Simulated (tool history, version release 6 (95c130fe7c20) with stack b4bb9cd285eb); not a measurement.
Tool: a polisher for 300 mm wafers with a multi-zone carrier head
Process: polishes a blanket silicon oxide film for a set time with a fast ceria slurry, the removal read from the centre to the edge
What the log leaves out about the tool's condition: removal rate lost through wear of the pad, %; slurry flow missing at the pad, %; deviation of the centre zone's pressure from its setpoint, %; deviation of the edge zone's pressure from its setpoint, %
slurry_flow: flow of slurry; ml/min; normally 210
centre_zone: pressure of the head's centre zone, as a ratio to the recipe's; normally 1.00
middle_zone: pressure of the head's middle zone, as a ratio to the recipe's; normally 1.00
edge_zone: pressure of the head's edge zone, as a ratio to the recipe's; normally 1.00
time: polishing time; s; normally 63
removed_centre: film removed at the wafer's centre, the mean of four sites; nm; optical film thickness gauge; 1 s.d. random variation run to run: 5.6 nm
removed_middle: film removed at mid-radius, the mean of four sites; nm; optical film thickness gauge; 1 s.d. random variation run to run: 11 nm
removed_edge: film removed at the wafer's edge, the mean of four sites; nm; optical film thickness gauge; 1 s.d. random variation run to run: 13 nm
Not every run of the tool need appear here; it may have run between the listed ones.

run,hour,slurry_flow,centre_zone,middle_zone,edge_zone,time,wafers since the last listed run,wafers polished on this pad,hours since the slurry nozzle was cleaned,hours since the centre zone pressure was calibrated,hours since the edge zone pressure was calibrated,hours since the carrier head's membrane was replaced,"incoming thickness of the incoming film, nm",removed_centre,removed_middle,removed_edge
1,0.0,210,1.00,1.00,0.96,48,0,140,65.2,136.9,22.2,34.1,3060.6,691.9,700.5,651.0
2,7.6,210,1.00,1.00,1.00,63,61,201,72.8,144.5,29.8,41.7,3071.0,910.2,917.5,879.1
3,25.4,285,1.00,1.00,0.89,43,143,344,90.6,162.3,47.6,59.5,3028.4,643.4,647.2,586.1
4,32.5,235,1.00,1.00,0.90,63,57,402,97.7,169.4,54.7,66.6,3052.2,922.5,949.2,853.8
5,39.8,210,1.00,1.00,1.00,63,58,461,105.0,176.7,62.0,73.9,3116.2,902.0,906.5,872.9
6,52.1,210,1.00,0.96,1.00,63,99,560,117.3,189.0,74.3,86.2,3066.8,904.4,897.5,879.4
7,92.8,210,1.00,0.92,0.94,54,328,888,158.0,229.7,115.0,126.9,3059.7,777.0,746.3,728.5
8,108.4,210,0.96,1.00,1.00,43,125,1014,173.6,245.3,130.6,142.5,3093.9,592.8,625.8,595.4
# hour 118.8: worn pad replaced by a new one
9,123.7,210,1.00,1.00,1.00,63,91,39,188.9,260.6,145.9,157.8,3068.9,908.2,931.0,881.5
10,130.4,210,1.00,1.00,1.07,63,54,93,195.6,267.3,152.6,164.5,3044.1,902.4,921.9,899.1
11,140.6,175,1.10,1.04,0.93,63,82,175,205.8,277.5,162.8,174.7,3071.0,974.4,918.2,861.4
12,148.6,210,1.00,0.88,1.00,63,64,240,213.8,285.5,170.8,182.7,3051.0,908.5,843.4,878.8
13,156.4,165,1.00,1.00,0.91,73,62,303,221.6,293.3,178.6,190.5,3019.0,1016.6,1028.9,985.5
14,184.0,210,1.00,1.00,1.00,63,222,525,249.2,320.9,206.2,218.1,3088.9,904.7,922.2,869.8
15,196.4,145,0.91,1.00,0.94,63,100,625,261.6,333.3,218.6,230.5,3069.9,780.6,884.2,805.0
16,204.3,170,1.00,1.00,1.00,63,63,689,269.5,341.2,226.5,238.4,3086.4,873.5,899.7,861.1
17,214.5,210,1.09,1.04,1.00,63,82,771,279.7,351.4,236.7,248.6,3044.8,989.7,975.4,875.5
18,226.0,210,1.00,1.00,0.90,81,92,864,291.2,362.9,248.2,260.1,3067.2,1169.3,1192.7,1091.2
19,242.9,280,1.00,1.00,1.00,63,136,1000,308.1,379.8,265.1,277.0,3055.2,947.0,943.3,907.3
20,248.9,210,0.89,1.00,0.90,63,48,1049,314.1,385.8,271.1,283.0,3078.3,812.5,920.9,852.4
# hour 259.7: worn pad replaced by a new one
21,260.0,150,1.00,1.00,0.91,63,57,2,325.2,396.9,282.2,294.1,3055.8,862.7,872.6,824.0
22,272.1,210,1.00,1.00,1.00,63,97,100,337.3,409.0,294.3,306.2,3085.4,909.8,903.4,892.9
23,285.1,210,1.00,1.00,1.00,63,104,204,350.3,422.0,307.3,319.2,3017.9,906.0,920.8,862.1

Predict each of these 4 candidate next runs independently; none follows another, all start after run 23:
A,285.5,210,1.00,1.00,1.00,63,3,208,350.7,422.4,307.7,319.6,3082.7,?,?,?
B,285.5,210,0.92,0.93,0.89,63,3,208,350.7,422.4,307.7,319.6,3082.7,?,?,?
C,285.5,210,1.00,1.07,1.07,84,3,208,350.7,422.4,307.7,319.6,3082.7,?,?,?
D,285.5,210,0.95,1.00,1.00,63,3,208,350.7,422.4,307.7,319.6,3082.7,?,?,?

run,removed_centre,removed_middle,removed_edge
A,907.5,902.8,906.7
B,834.0,853.9,859.2
C,1210.6,1269.3,1248.7
D,861.8,903.0,906.7
Without the tool's hidden state the same runs would have given:
run,removed_centre,removed_middle,removed_edge
A,907.5,902.8,906.7
B,834.0,853.9,859.2
C,1210.6,1269.3,1248.7
D,861.8,903.0,906.7
